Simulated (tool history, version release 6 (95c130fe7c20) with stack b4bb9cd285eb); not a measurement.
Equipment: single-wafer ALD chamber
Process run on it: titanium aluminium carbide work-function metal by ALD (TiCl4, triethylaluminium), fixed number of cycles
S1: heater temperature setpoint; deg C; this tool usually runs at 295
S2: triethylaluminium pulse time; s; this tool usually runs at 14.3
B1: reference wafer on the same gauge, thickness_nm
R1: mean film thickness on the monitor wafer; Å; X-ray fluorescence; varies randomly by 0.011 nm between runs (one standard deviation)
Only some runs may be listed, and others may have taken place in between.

run	hour	S1	S2	B1	R1
1	0	295	17.62	2.308	21.02
2	6.2	291	14.3	2.309	20.43
3	16	295	18.24	2.318	21.08
4	29.9	295	18.24	2.313	21.17
5	39.2	295	18.24	2.315	21.08
6	54.6	295	14.3	2.312	20.87
7	88.8	295	14.3	2.314	20.91
8	97.3	295	14.3	2.312	21.02
9	110.9	295	14.3	2.313	20.82
# hour 129.9: showerhead replaced
10	130.4	295	17.01	2.312	20.96
11	133.6	295	17.01	2.31	21.04
12	142.6	295	17.01	2.31	20.92
13	151.9	307	17.5	2.305	22.11
14	167.3	307	19.2	2.31	22.44
15	178.6	291	16.73	2.312	20.35
16	195.1	306	12.35	2.303	21.22
17	212.2	295	14.3	2.31	20.73
18	224.1	280	17.63	2.309	19.74
19	239.5	304	9.38	2.312	19.86
# hour 261.6: triethylaluminium bottle replaced
20	285.7	290	12.2	2.308	20.49
21	309.5	285	11.03	2.309	19.96
22	322.4	307	19.2	2.313	22.17
# hour 366.3: thermocouple changed; heater temperature recalibrated
23	366.8	295	14.3	2.312	21.11
24	380.4	299	9.56	2.309	20.65
# hour 381.1: gauge calibrated
25	388.3	295	15.89	2.313	21.06
26	437.7	285	14.3	2.318	20.13
27	446.1	284	19.57	2.311	20.34
28	460.3	295	19.44	2.308	21.3
29	468.7	289	14.3	2.306	20.64
30	476	305	14.3	2.314	22.03
31	487.7	295	14.3	2.308	20.87
32	495.4	281	11.64	2.309	19.36
33	501.5	284	11.96	2.308	19.78

Below are 4 alternative next runs, each starting from the tool's condition after run 33. Predict each:
A	501.9	295	14.3	?	?
B	501.9	295	8.92	?	?
C	501.9	310	9.38	?	?
D	501.9	282	10.68	?	?

run	B1	R1
A	2.31	20.9
B	2.31	19.75
C	2.31	21.17
D	2.31	19.24
With the hidden condition removed and each run's random variation left untouched, the same runs would have given:
run	R1
A	21.08
B	20.33
C	21.72
D	19.62
